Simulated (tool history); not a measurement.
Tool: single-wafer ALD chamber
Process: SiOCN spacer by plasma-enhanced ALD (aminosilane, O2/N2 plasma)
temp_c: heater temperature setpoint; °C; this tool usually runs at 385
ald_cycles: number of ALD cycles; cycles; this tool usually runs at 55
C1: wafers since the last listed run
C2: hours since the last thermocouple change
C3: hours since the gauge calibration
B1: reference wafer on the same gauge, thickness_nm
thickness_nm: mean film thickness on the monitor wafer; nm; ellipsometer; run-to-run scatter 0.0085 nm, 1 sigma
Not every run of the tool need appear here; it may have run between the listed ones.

Run 1, hour 0: usual settings; C1 0; C2 1047.9; C3 212.6; B1 3.279. Result: thickness_nm 3.372 nm.
Run 2, hour 36.3: usual settings; C1 136; C2 1084.2; C3 248.9; B1 3.274. Result: thickness_nm 3.374 nm.
Run 3, hour 44.1: usual settings; C1 29; C2 1092; C3 256.7; B1 3.268. Result: thickness_nm 3.356 nm.
Run 4, hour 61.1: usual settings but ald_cycles 60 cycles; C1 63; C2 1109; C3 273.7; B1 3.275. Result: thickness_nm 3.65 nm.
Run 5, hour 73.3: usual settings but ald_cycles 60 cycles; C1 45; C2 1121.2; C3 285.9; B1 3.267. Result: thickness_nm 3.675 nm.
Run 6, hour 88.5: usual settings but ald_cycles 60 cycles; C1 57; C2 1136.4; C3 301.1; B1 3.267. Result: thickness_nm 3.657 nm.
Run 7, hour 96.8: usual settings; C1 31; C2 1144.7; C3 309.4; B1 3.272. Result: thickness_nm 3.352 nm.
Run 8, hour 111.6: usual settings; C1 55; C2 1159.5; C3 324.2; B1 3.262. Result: thickness_nm 3.353 nm.
Run 9, hour 128.2: usual settings but temp_c 381 °C; C1 62; C2 1176.1; C3 340.8; B1 3.265. Result: thickness_nm 3.356 nm.
At hour 129.8: gauge calibrated.
Run 10, hour 135.3: usual settings but temp_c 381 °C; C1 26; C2 1183.2; C3 5.5; B1 3.307. Result: thickness_nm 3.402 nm.
Run 11, hour 141.7: usual settings but temp_c 379 °C, ald_cycles 49 cycles; C1 24; C2 1189.6; C3 11.9; B1 3.302. Result: thickness_nm 3.017 nm.
Run 12, hour 152.7: usual settings but temp_c 379 °C, ald_cycles 49 cycles; C1 41; C2 1200.6; C3 22.9; B1 3.301. Result: thickness_nm 3.031 nm.

Estimate the outcome of run 13 from the log above:
At hour 168.8: thermocouple changed; heater temperature recalibrated.
Run 13, hour 169.1: usual settings but temp_c 379 °C, ald_cycles 49 cycles; C1 31; C2 0.3; C3 39.3; B1 ?. Result: thickness_nm ?.

B1: 3.299
thickness_nm: 3.024 nm
If the tool had no hidden condition, the same run with the same run-to-run variation would have returned thickness_nm 3.033 nm.
